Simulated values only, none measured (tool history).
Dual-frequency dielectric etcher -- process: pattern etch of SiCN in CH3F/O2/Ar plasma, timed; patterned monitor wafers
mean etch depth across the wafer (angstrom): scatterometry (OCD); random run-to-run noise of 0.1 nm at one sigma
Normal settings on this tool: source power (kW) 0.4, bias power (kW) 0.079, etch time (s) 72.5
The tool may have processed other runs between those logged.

run,day,source power (kW),bias power (kW),etch time (s),"read-back reference wafer on the same gauge, depth_nm",mean etch depth across the wafer (angstrom)
1,0,0.4,0.079,58,26.32,213.7
2,7.192,0.4,0.079,58,26.24,214
3,9.479,0.4,0.079,58,26.22,213.4
4,11.933,0.4,0.079,72.5,26.18,266.4
5,13.438,0.4,0.079,72.5,26.17,266.1
6,14.529,0.4,0.079,72.5,26.18,268.9
7,16.075,0.4,0.079,90,26.17,330.4
8,18.362,0.4,0.079,72.5,26.12,267.2
# day 19.942: source power generator calibrated
9,21.1,0.4,0.079,72.5,26.08,267.1
# day 21.362: bias power generator calibrated
# day 25.012: wet clean of the chamber
10,25.033,0.4,0.079,72.5,26.06,265
11,25.3,0.4,0.065,72.5,26.06,254.3
12,27.05,0.4,0.065,72.5,26.03,254.2
13,29.896,0.4,0.065,72.5,26.02,254.7
14,32.725,0.32,0.079,72.5,26,250.4
15,34.562,0.4,0.079,72.5,25.98,263.9
16,36.729,0.4,0.079,72.5,25.93,264.5
17,39.654,0.43,0.062,59.5,25.91,208.9
# day 41.546: upper electrode replaced
18,41.567,0.36,0.096,90,25.89,335.5
19,42.533,0.4,0.093,72.5,25.86,274.9
20,44.225,0.48,0.067,92.5,25.85,338
# day 44.233: gauge calibrated
21,45.7,0.4,0.079,72.5,26.56,270.4
22,48.646,0.45,0.066,52.5,26.55,193.2
# day 49.954: wet clean of the chamber
23,49.975,0.34,0.079,72.5,26.52,257.8
24,51.471,0.49,0.093,72.5,26.5,297.3
25,54.062,0.4,0.079,72.5,26.47,271.3
26,56.083,0.4,0.079,72.5,26.45,269.3

What was the tool's hidden state at every run in the log?
etch rate over this chamber's usual, %: 0, the same for each run
source power that arrives over what is set, %: 0, the same for each run
bias power that arrives over what is set, %: 0, the same for each run
H1: gauge reads high (%)
run,H1
1,-0.667
2,-0.955
3,-1.05
4,-1.14
5,-1.2
6,-1.25
7,-1.31
8,-1.4
9,-1.51
10,-1.67
11,-1.68
12,-1.75
13,-1.86
14,-1.98
15,-2.05
16,-2.14
17,-2.25
18,-2.33
19,-2.37
20,-2.44
21,0.221
22,0.103
23,0.0499
24,-0.00985
25,-0.113
26,-0.194
